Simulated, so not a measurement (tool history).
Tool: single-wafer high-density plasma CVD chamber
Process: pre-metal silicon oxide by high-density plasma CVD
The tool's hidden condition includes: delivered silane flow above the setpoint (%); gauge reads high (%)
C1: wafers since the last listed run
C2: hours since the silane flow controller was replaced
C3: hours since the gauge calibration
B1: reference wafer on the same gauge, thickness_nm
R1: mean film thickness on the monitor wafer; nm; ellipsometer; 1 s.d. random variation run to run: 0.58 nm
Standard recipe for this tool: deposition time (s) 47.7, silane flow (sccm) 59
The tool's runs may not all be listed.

Run 1, hour 0.0: usual settings; C1 0; C2 3122.5; C3 612.9; B1 319.969. Result: R1 292.616 nm.
Run 2, hour 62.7: usual settings; C1 1678; C2 3185.2; C3 675.6; B1 319.903. Result: R1 291.567 nm.
Run 3, hour 244.5: usual settings; C1 4866; C2 3367.0; C3 857.4; B1 320.244. Result: R1 292.457 nm.
Run 4, hour 301.6: usual settings but silane flow (sccm) 50; C1 1528; C2 3424.1; C3 914.5; B1 320.179. Result: R1 265.868 nm.
Run 5, hour 338.0: usual settings but silane flow (sccm) 50; C1 974; C2 3460.5; C3 950.9; B1 319.909. Result: R1 266.905 nm.
At hour 383.2: silane flow controller replaced.
At hour 398.4: gauge calibrated.
Run 6, hour 420.1: usual settings but deposition time (s) 40.9; C1 1983; C2 36.9; C3 21.7; B1 319.670. Result: R1 241.397 nm.
Run 7, hour 478.6: usual settings; C1 1566; C2 95.4; C3 80.2; B1 320.131. Result: R1 282.679 nm.
Run 8, hour 573.9: usual settings but deposition time (s) 44.3, silane flow (sccm) 67; C1 2551; C2 190.7; C3 175.5; B1 319.757. Result: R1 284.709 nm.
Run 9, hour 796.5: usual settings but deposition time (s) 55.9, silane flow (sccm) 48; C1 5959; C2 413.3; C3 398.1; B1 319.939. Result: R1 293.367 nm.
Run 10, hour 857.8: usual settings; C1 1641; C2 474.6; C3 459.4; B1 320.179. Result: R1 284.048 nm.
Run 11, hour 963.7: usual settings but silane flow (sccm) 54; C1 2835; C2 580.5; C3 565.3; B1 319.904. Result: R1 269.207 nm.
Run 12, hour 1037.0: usual settings; C1 1962; C2 653.8; C3 638.6; B1 320.065. Result: R1 284.034 nm.
Run 13, hour 1124.0: usual settings but deposition time (s) 38.6, silane flow (sccm) 53; C1 2329; C2 740.8; C3 725.6; B1 320.092. Result: R1 215.128 nm.
Run 14, hour 1192.9: usual settings but deposition time (s) 50.2, silane flow (sccm) 63; C1 1844; C2 809.7; C3 794.5; B1 319.907. Result: R1 310.901 nm.

How the hidden state differs across the entries between the runs, from the last listed run before each to the first after it:
From run 5 to run 6: silane flow controller replaced (hour 383.2); gauge calibrated (hour 398.4)
  delivered silane flow above the setpoint (%): 7.72 -> 0.776
  measured less the result without the state, R1: +12.111 -> +1.148 nm

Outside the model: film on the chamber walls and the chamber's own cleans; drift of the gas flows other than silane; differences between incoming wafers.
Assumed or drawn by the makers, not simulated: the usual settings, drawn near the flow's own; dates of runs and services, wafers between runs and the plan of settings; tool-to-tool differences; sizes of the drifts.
